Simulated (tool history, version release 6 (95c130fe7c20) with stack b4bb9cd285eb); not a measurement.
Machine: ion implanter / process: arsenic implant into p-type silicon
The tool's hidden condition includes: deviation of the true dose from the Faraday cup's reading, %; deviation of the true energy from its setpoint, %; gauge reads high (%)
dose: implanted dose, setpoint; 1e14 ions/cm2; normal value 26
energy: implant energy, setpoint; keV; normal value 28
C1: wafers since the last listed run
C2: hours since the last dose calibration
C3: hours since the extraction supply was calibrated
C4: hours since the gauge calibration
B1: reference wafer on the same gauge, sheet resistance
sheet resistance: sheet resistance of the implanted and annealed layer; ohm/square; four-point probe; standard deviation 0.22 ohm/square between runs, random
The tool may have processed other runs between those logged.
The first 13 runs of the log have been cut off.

run 14 hour=319.4 | dose=28.19 energy=26 | C1=666 C2=2525.1 C3=6054.1 C4=670.7 | B1=94.88 | sheet_resistance=82.51
run 15 hour=354.4 | dose=28.19 energy=26 | C1=1111 C2=2560.1 C3=6089.1 C4=705.7 | B1=94.75 | sheet_resistance=82.08
run 16 hour=373.3 | dose=26 energy=28 | C1=600 C2=2579 C3=6108 C4=724.6 | B1=94.83 | sheet_resistance=81.08
-- hour=406.4 Faraday cup replaced and dose calibrated
run 17 hour=462.8 | dose=26 energy=28 | C1=2588 C2=56.4 C3=6197.5 C4=814.1 | B1=94.77 | sheet_resistance=81.67
-- hour=471.6 extraction supply calibrated
run 18 hour=491.6 | dose=32.84 energy=28 | C1=660 C2=85.2 C3=20 C4=842.9 | B1=94.83 | sheet_resistance=77.14
run 19 hour=511.9 | dose=33.74 energy=24.5 | C1=644 C2=105.5 C3=40.3 C4=863.2 | B1=94.88 | sheet_resistance=81.04
run 20 hour=540.3 | dose=22.36 energy=32.5 | C1=901 C2=133.9 C3=68.7 C4=891.6 | B1=94.82 | sheet_resistance=80.69
run 21 hour=573.1 | dose=26 energy=28 | C1=1041 C2=166.7 C3=101.5 C4=924.4 | B1=94.89 | sheet_resistance=81.45
-- hour=574.1 gauge calibrated
run 22 hour=598.6 | dose=21.04 energy=28 | C1=809 C2=192.2 C3=127 C4=24.5 | B1=94.85 | sheet_resistance=86.16
run 23 hour=610.6 | dose=20.35 energy=28 | C1=381 C2=204.2 C3=139 C4=36.5 | B1=94.88 | sheet_resistance=87.35
run 24 hour=626.9 | dose=28.59 energy=25 | C1=517 C2=220.5 C3=155.3 C4=52.8 | B1=94.78 | sheet_resistance=83.06
run 25 hour=645.1 | dose=23.63 energy=34 | C1=578 C2=238.7 C3=173.5 C4=71 | B1=94.96 | sheet_resistance=77.98
run 26 hour=665.5 | dose=18.32 energy=18.5 | C1=647 C2=259.1 C3=193.9 C4=91.4 | B1=94.85 | sheet_resistance=100.32
run 27 hour=693.2 | dose=26 energy=28 | C1=879 C2=286.8 C3=221.6 C4=119.1 | B1=94.81 | sheet_resistance=81.4
run 28 hour=723 | dose=32.57 energy=37.5 | C1=946 C2=316.6 C3=251.4 C4=148.9 | B1=94.75 | sheet_resistance=69.15
run 29 hour=738 | dose=32.39 energy=37 | C1=476 C2=331.6 C3=266.4 C4=163.9 | B1=94.85 | sheet_resistance=69.62
run 30 hour=769.5 | dose=20.66 energy=32 | C1=1000 C2=363.1 C3=297.9 C4=195.4 | B1=94.73 | sheet_resistance=83.55
run 31 hour=786.6 | dose=33.78 energy=22 | C1=543 C2=380.2 C3=315 C4=212.5 | B1=94.85 | sheet_resistance=83.2
run 32 hour=798.7 | dose=26 energy=28 | C1=384 C2=392.3 C3=327.1 C4=224.6 | B1=94.81 | sheet_resistance=80.96

Forecast each of these 5 alternatives for the next run:
run A hour=799.1 | dose=26 energy=24 | C1=12 C2=392.7 C3=327.5 C4=225 | B1=? | sheet_resistance=?
run B hour=799.1 | dose=28.47 energy=21.5 | C1=12 C2=392.7 C3=327.5 C4=225 | B1=? | sheet_resistance=?
run C hour=799.1 | dose=33.65 energy=31 | C1=12 C2=392.7 C3=327.5 C4=225 | B1=? | sheet_resistance=?
run D hour=799.1 | dose=32.5 energy=30.5 | C1=12 C2=392.7 C3=327.5 C4=225 | B1=? | sheet_resistance=?
run E hour=799.1 | dose=24.04 energy=28 | C1=12 C2=392.7 C3=327.5 C4=225 | B1=? | sheet_resistance=?

run=A B1=94.85 sheet_resistance=85.72
run=B B1=94.85 sheet_resistance=86.95
run=C B1=94.85 sheet_resistance=74.2
run=D B1=94.85 sheet_resistance=75.17
run=E B1=94.85 sheet_resistance=83.19
Stripped of hidden state, with their random variation kept, the same runs would have yielded:
run=A sheet_resistance=85.72
run=B sheet_resistance=86.95
run=C sheet_resistance=74.2
run=D sheet_resistance=75.17
run=E sheet_resistance=83.19
